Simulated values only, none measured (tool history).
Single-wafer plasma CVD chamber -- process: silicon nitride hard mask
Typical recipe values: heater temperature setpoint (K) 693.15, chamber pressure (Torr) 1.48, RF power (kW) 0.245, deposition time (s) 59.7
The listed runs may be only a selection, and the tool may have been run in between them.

| run | hour | heater temperature setpoint (K) | chamber pressure (Torr) | RF power (kW) | deposition time (s) | read-back reference wafer on the same gauge, thickness_nm | mean film thickness on the monitor wafer (Å) |
|---|---|---|---|---|---|---|---|
| 1 | 0.0 | 693.15 | 1.48 | 0.245 | 59.7 | 59.612 | 510.64 |
| 2 | 104.4 | 693.15 | 1.48 | 0.245 | 59.7 | 59.606 | 508.51 |
| 3 | 207.0 | 693.15 | 1.48 | 0.245 | 59.7 | 59.612 | 509.67 |
| 4 | 310.1 | 696.15 | 1.48 | 0.245 | 59.7 | 59.597 | 509.64 |
| 5 | 375.5 | 693.15 | 1.48 | 0.245 | 68.7 | 59.592 | 585.12 |
| 6 | 443.4 | 693.15 | 1.48 | 0.245 | 59.7 | 59.612 | 507.25 |
|  | 526.5 | gauge calibrated |
| 7 | 537.9 | 693.15 | 1.78 | 0.245 | 59.7 | 59.606 | 531.05 |
| 8 | 614.8 | 688.15 | 1.48 | 0.285 | 67.5 | 59.614 | 639.05 |
| 9 | 676.6 | 703.15 | 1.48 | 0.280 | 59.7 | 59.619 | 554.33 |
| 10 | 782.1 | 705.15 | 1.48 | 0.245 | 59.7 | 59.584 | 502.99 |
| 11 | 870.9 | 693.15 | 1.48 | 0.245 | 59.7 | 59.606 | 506.96 |
|  | 918.8 | RF generator calibrated |
|  | 939.4 | capacitance manometer re-zeroed and calibrated |
| 12 | 950.2 | 706.15 | 1.48 | 0.245 | 50.4 | 59.591 | 437.54 |
| 13 | 1016.4 | 693.15 | 1.48 | 0.245 | 59.7 | 59.639 | 521.01 |
| 14 | 1060.5 | 693.15 | 1.48 | 0.290 | 52.4 | 59.597 | 514.57 |
| 15 | 1115.0 | 682.15 | 1.48 | 0.245 | 48.3 | 59.593 | 423.72 |
| 16 | 1214.8 | 693.15 | 1.48 | 0.245 | 59.7 | 59.609 | 518.22 |
| 17 | 1282.9 | 693.15 | 1.48 | 0.275 | 59.7 | 59.632 | 562.57 |
|  | 1346.4 | showerhead replaced |
| 18 | 1349.5 | 693.15 | 1.84 | 0.245 | 69.9 | 59.604 | 636.64 |
| 19 | 1456.1 | 698.15 | 1.81 | 0.225 | 49.5 | 59.604 | 420.32 |
| 20 | 1508.2 | 686.15 | 1.48 | 0.290 | 55.0 | 59.599 | 535.46 |
| 21 | 1560.3 | 693.15 | 1.48 | 0.245 | 59.7 | 59.563 | 512.83 |
| 22 | 1598.2 | 693.15 | 1.48 | 0.245 | 59.7 | 59.597 | 512.84 |
| 23 | 1684.8 | 693.15 | 1.62 | 0.245 | 59.7 | 59.636 | 525.75 |
| 24 | 1786.4 | 693.15 | 1.79 | 0.225 | 59.7 | 59.619 | 500.25 |
| 25 | 1891.8 | 693.15 | 1.73 | 0.245 | 59.7 | 59.617 | 530.83 |
|  | 1933.7 | thermocouple changed; heater temperature recalibrated |
| 26 | 1954.8 | 693.15 | 1.38 | 0.245 | 59.7 | 59.630 | 500.76 |
| 27 | 2049.8 | 693.15 | 1.48 | 0.245 | 49.2 | 59.594 | 419.83 |
|  | 2094.1 | capacitance manometer re-zeroed and calibrated |
| 28 | 2155.9 | 689.15 | 1.48 | 0.245 | 69.8 | 59.658 | 595.96 |
| 29 | 2225.9 | 693.15 | 1.48 | 0.245 | 59.7 | 59.576 | 508.23 |

Each row is a separate what-if for the run after 29, all from the same tool condition, not one after another. Results?
| A | 2226.3 | 693.15 | 1.48 | 0.245 | 59.7 | ? | ? |
| B | 2226.3 | 693.15 | 1.34 | 0.245 | 59.7 | ? | ? |
| C | 2226.3 | 693.15 | 1.48 | 0.210 | 51.6 | ? | ? |

| run | read-back reference wafer on the same gauge, thickness_nm | mean film thickness on the monitor wafer (Å) |
|---|---|---|
| A | 59.572 | 508.67 |
| B | 59.572 | 495.77 |
| C | 59.572 | 391.73 |
Without the tool's hidden state the same runs would have given:
| run | mean film thickness on the monitor wafer (Å) |
|---|---|
| A | 524.40 |
| B | 511.10 |
| C | 404.49 |
